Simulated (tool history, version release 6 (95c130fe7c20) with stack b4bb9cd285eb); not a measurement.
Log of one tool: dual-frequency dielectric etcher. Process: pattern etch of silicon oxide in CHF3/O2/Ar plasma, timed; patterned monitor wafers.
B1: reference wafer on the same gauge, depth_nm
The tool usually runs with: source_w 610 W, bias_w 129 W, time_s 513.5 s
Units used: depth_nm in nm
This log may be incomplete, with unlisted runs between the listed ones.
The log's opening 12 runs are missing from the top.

run 13 hour=190.9 | source_w=610 bias_w=129 time_s=513.5 | B1=911.4 | depth_nm=862.4
run 14 hour=201.9 | source_w=610 bias_w=105 time_s=580.5 | B1=910.5 | depth_nm=920.5
-- hour=221.3 bias power generator calibrated
-- hour=236.3 upper electrode replaced
run 15 hour=236.8 | source_w=610 bias_w=105 time_s=580.5 | B1=908.8 | depth_nm=905.7
run 16 hour=237.3 | source_w=610 bias_w=129 time_s=513.5 | B1=909.9 | depth_nm=872.1
run 17 hour=237.7 | source_w=610 bias_w=129 time_s=513.5 | B1=909.9 | depth_nm=857.0
run 18 hour=244.9 | source_w=610 bias_w=120 time_s=391.0 | B1=909.3 | depth_nm=635.9
run 19 hour=252.0 | source_w=550 bias_w=158 time_s=513.5 | B1=911.4 | depth_nm=895.8
-- hour=260.6 gauge calibrated
run 20 hour=264.9 | source_w=540 bias_w=142 time_s=643.5 | B1=910.4 | depth_nm=1070.4
run 21 hour=274.9 | source_w=700 bias_w=112 time_s=389.5 | B1=911.6 | depth_nm=658.9
run 22 hour=291.7 | source_w=680 bias_w=115 time_s=513.5 | B1=909.5 | depth_nm=855.2
run 23 hour=302.1 | source_w=610 bias_w=129 time_s=513.5 | B1=910.1 | depth_nm=856.6
run 24 hour=319.6 | source_w=740 bias_w=149 time_s=388.5 | B1=910.7 | depth_nm=727.2
-- hour=327.4 source power generator calibrated
run 25 hour=352.3 | source_w=520 bias_w=151 time_s=513.5 | B1=910.6 | depth_nm=850.1
run 26 hour=366.7 | source_w=490 bias_w=147 time_s=513.5 | B1=910.8 | depth_nm=813.8
run 27 hour=376.4 | source_w=730 bias_w=150 time_s=370.5 | B1=908.7 | depth_nm=684.4
run 28 hour=382.7 | source_w=710 bias_w=119 time_s=373.0 | B1=912.0 | depth_nm=633.9
run 29 hour=399.8 | source_w=490 bias_w=129 time_s=659.5 | B1=909.4 | depth_nm=1010.7
run 30 hour=416.9 | source_w=610 bias_w=129 time_s=629.0 | B1=909.4 | depth_nm=1032.5
run 31 hour=427.2 | source_w=610 bias_w=129 time_s=513.5 | B1=909.0 | depth_nm=843.9

Branching from run 31: 3 alternative next runs. What would each branch give?
run A hour=427.8 | source_w=610 bias_w=129 time_s=383.5 | B1=? | depth_nm=?
run B hour=427.8 | source_w=570 bias_w=155 time_s=513.5 | B1=? | depth_nm=?
run C hour=427.8 | source_w=750 bias_w=157 time_s=591.0 | B1=? | depth_nm=?

run=A B1=912.5 depth_nm=618.5
run=B B1=912.5 depth_nm=859.6
run=C B1=912.5 depth_nm=1095.6
Had the tool no hidden state, the same runs would have come out as:
run=A depth_nm=631.1
run=B depth_nm=877.1
run=C depth_nm=1117.9

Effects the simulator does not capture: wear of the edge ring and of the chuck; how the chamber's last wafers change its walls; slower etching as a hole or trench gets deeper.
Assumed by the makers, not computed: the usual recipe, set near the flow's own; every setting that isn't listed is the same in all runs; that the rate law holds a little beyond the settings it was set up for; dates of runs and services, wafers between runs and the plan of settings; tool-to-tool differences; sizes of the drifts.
